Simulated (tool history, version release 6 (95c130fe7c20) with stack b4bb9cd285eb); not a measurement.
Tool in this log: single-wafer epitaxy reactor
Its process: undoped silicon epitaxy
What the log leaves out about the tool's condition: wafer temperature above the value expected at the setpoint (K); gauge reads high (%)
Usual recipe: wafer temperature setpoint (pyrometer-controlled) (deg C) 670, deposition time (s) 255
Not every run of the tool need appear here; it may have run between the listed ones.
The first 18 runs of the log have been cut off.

run,hour,wafer temperature setpoint (pyrometer-controlled) (deg C),deposition time (s),wafers since the last listed run,hours since the last pyrometer calibration,hours since the gauge calibration,"read-back reference wafer on the same gauge, thickness_nm",mean film thickness on the monitor wafer (nm)
19,1103,670,255,643,79.7,1350.2,54.916,66.319
# hour 1140.6: gauge calibrated
20,1239.3,670,255,1159,216,98.7,55.016,66.576
21,1278.9,670,255,336,255.6,138.3,54.855,66.721
22,1334.1,676,299,469,310.8,193.5,54.89,90.727
23,1382.8,680,224,414,359.5,242.2,54.87,74.507
24,1440.5,665,270,490,417.2,299.9,54.947,62.896
25,1483.9,664,301,369,460.6,343.3,54.889,68.301
26,1531.4,670,205,404,508.1,390.8,54.828,54.467
27,1563.4,670,255,272,540.1,422.8,54.925,67.158
28,1632.8,670,255,590,609.5,492.2,54.969,66.818

Predict the results of run 29:
29,1692.7,678,292,509,669.4,552.1,?,?

Run 29 measured read-back reference wafer on the same gauge, thickness_nm 54.821, mean film thickness on the monitor wafer (nm) 92.899.
On a tool with no hidden condition, and with the same random variation, this run would have come out at mean film thickness on the monitor wafer (nm) 91.604.

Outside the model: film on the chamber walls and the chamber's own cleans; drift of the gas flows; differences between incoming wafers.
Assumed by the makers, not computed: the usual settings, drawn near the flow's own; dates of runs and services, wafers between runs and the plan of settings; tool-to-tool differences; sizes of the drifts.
